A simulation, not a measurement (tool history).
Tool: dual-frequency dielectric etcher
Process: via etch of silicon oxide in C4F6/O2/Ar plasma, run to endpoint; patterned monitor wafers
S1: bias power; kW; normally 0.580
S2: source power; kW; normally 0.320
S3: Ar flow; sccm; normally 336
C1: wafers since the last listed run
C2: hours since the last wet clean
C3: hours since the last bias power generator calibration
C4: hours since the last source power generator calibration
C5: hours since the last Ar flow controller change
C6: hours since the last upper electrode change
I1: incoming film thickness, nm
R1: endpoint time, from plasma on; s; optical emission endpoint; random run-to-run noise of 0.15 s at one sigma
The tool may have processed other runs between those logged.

Run 1, hour 0.0: usual settings; C1 0; C2 546.2; C3 2308.1; C4 4176.3; C5 119.3; C6 53.5; I1 118.1. Result: R1 25.1 s.
Run 2, hour 60.1: usual settings; C1 733; C2 606.3; C3 2368.2; C4 4236.4; C5 179.4; C6 113.6; I1 117.0. Result: R1 25.0 s.
Run 3, hour 98.6: usual settings but S1 0.681 kW; C1 470; C2 644.8; C3 2406.7; C4 4274.9; C5 217.9; C6 152.1; I1 116.8. Result: R1 23.5 s.
At hour 123.2: wet clean of the chamber.
Run 4, hour 158.2: usual settings but S1 0.692 kW; C1 434; C2 35.0; C3 2466.3; C4 4334.5; C5 277.5; C6 211.7; I1 116.9. Result: R1 23.6 s.
At hour 212.3: source power generator calibrated.
Run 5, hour 215.1: usual settings but S1 0.475 kW; C1 645; C2 91.9; C3 2523.2; C4 2.8; C5 334.4; C6 268.6; I1 117.5. Result: R1 26.7 s.
Run 6, hour 267.1: usual settings but S1 0.475 kW; C1 634; C2 143.9; C3 2575.2; C4 54.8; C5 386.4; C6 320.6; I1 118.0. Result: R1 27.0 s.
Run 7, hour 316.3: usual settings but S1 0.475 kW; C1 600; C2 193.1; C3 2624.4; C4 104.0; C5 435.6; C6 369.8; I1 117.6. Result: R1 26.8 s.
Run 8, hour 352.9: usual settings but S1 0.622 kW, S2 0.380 kW, S3 389 sccm; C1 446; C2 229.7; C3 2661.0; C4 140.6; C5 472.2; C6 406.4; I1 116.3. Result: R1 23.7 s.
Run 9, hour 390.1: usual settings but S1 0.645 kW, S2 0.300 kW; C1 454; C2 266.9; C3 2698.2; C4 177.8; C5 509.4; C6 443.6; I1 116.3. Result: R1 24.3 s.
At hour 394.2: bias power generator calibrated.
Run 10, hour 441.7: usual settings but S1 0.702 kW, S2 0.350 kW; C1 581; C2 318.5; C3 47.5; C4 229.4; C5 561.0; C6 495.2; I1 116.8. Result: R1 22.9 s.
Run 11, hour 485.5: usual settings; C1 534; C2 362.3; C3 91.3; C4 273.2; C5 604.8; C6 539.0; I1 117.4. Result: R1 25.3 s.
Run 12, hour 563.9: usual settings but S1 0.674 kW; C1 957; C2 440.7; C3 169.7; C4 351.6; C5 683.2; C6 617.4; I1 117.4. Result: R1 24.0 s.
Run 13, hour 589.9: usual settings but S3 299 sccm; C1 317; C2 466.7; C3 195.7; C4 377.6; C5 709.2; C6 643.4; I1 116.2. Result: R1 24.4 s.
Run 14, hour 658.9: usual settings but S1 0.657 kW, S2 0.390 kW, S3 410 sccm; C1 842; C2 535.7; C3 264.7; C4 446.6; C5 778.2; C6 712.4; I1 117.4. Result: R1 23.5 s.
Run 15, hour 706.6: usual settings; C1 582; C2 583.4; C3 312.4; C4 494.3; C5 825.9; C6 760.1; I1 116.7. Result: R1 24.5 s.
At hour 746.0: wet clean of the chamber.
Run 16, hour 746.5: usual settings but S1 0.530 kW, S3 391 sccm; C1 194; C2 0.5; C3 352.3; C4 534.2; C5 865.8; C6 800.0; I1 116.5. Result: R1 26.0 s.
Run 17, hour 776.3: usual settings but S1 0.503 kW; C1 363; C2 30.3; C3 382.1; C4 564.0; C5 895.6; C6 829.8; I1 118.0. Result: R1 26.1 s.
Run 18, hour 838.7: usual settings but S1 0.627 kW, S2 0.300 kW, S3 276 sccm; C1 761; C2 92.7; C3 444.5; C4 626.4; C5 958.0; C6 892.2; I1 117.2. Result: R1 23.7 s.
Run 19, hour 864.1: usual settings but S2 0.300 kW, S3 314 sccm; C1 310; C2 118.1; C3 469.9; C4 651.8; C5 983.4; C6 917.6; I1 117.4. Result: R1 25.2 s.
Run 20, hour 900.8: usual settings; C1 448; C2 154.8; C3 506.6; C4 688.5; C5 1020.1; C6 954.3; I1 117.3. Result: R1 24.9 s.
Run 21, hour 935.0: usual settings but S1 0.475 kW; C1 417; C2 189.0; C3 540.8; C4 722.7; C5 1054.3; C6 988.5; I1 116.6. Result: R1 26.2 s.
Run 22, hour 961.1: usual settings but S1 0.625 kW, S2 0.350 kW, S3 284 sccm; C1 318; C2 215.1; C3 566.9; C4 748.8; C5 1080.4; C6 1014.6; I1 118.4. Result: R1 23.2 s.
Run 23, hour 1010.0: usual settings but S3 365 sccm; C1 597; C2 264.0; C3 615.8; C4 797.7; C5 1129.3; C6 1063.5; I1 117.9. Result: R1 25.4 s.
Run 24, hour 1055.4: usual settings but S1 0.473 kW; C1 554; C2 309.4; C3 661.2; C4 843.1; C5 1174.7; C6 1108.9; I1 117.0. Result: R1 26.4 s.
Run 25, hour 1085.8: usual settings; C1 371; C2 339.8; C3 691.6; C4 873.5; C5 1205.1; C6 1139.3; I1 116.6. Result: R1 24.6 s.
Run 26, hour 1112.1: usual settings but S1 0.493 kW, S2 0.360 kW; C1 321; C2 366.1; C3 717.9; C4 899.8; C5 1231.4; C6 1165.6; I1 117.9. Result: R1 25.7 s.
Run 27, hour 1181.3: usual settings but S1 0.459 kW; C1 844; C2 435.3; C3 787.1; C4 969.0; C5 1300.6; C6 1234.8; I1 117.7. Result: R1 26.9 s.
Run 28, hour 1209.1: usual settings but S1 0.635 kW, S2 0.360 kW, S3 390 sccm; C1 339; C2 463.1; C3 814.9; C4 996.8; C5 1328.4; C6 1262.6; I1 118.0. Result: R1 24.1 s.

Forecast each of these 5 alternatives for the next run:
Run A, hour 1209.5: usual settings but S1 0.447 kW; C1 4; C2 463.5; C3 815.3; C4 997.2; C5 1328.8; C6 1263.0; I1 117.4. Result: R1 ?.
Run B, hour 1209.5: usual settings but S2 0.400 kW; C1 4; C2 463.5; C3 815.3; C4 997.2; C5 1328.8; C6 1263.0; I1 117.4. Result: R1 ?.
Run C, hour 1209.5: usual settings but S3 300 sccm; C1 4; C2 463.5; C3 815.3; C4 997.2; C5 1328.8; C6 1263.0; I1 117.4. Result: R1 ?.
Run D, hour 1209.5: usual settings but S1 0.535 kW; C1 4; C2 463.5; C3 815.3; C4 997.2; C5 1328.8; C6 1263.0; I1 117.4. Result: R1 ?.
Run E, hour 1209.5: usual settings but S2 0.270 kW; C1 4; C2 463.5; C3 815.3; C4 997.2; C5 1328.8; C6 1263.0; I1 117.4. Result: R1 ?.

run    R1
  A  27.3
  B  23.8
  C  24.7
  D  25.8
  E  26.1
Had the tool no hidden state, the same runs would have come out as:
run    R1
  A  27.3
  B  23.8
  C  24.7
  D  25.8
  E  26.1
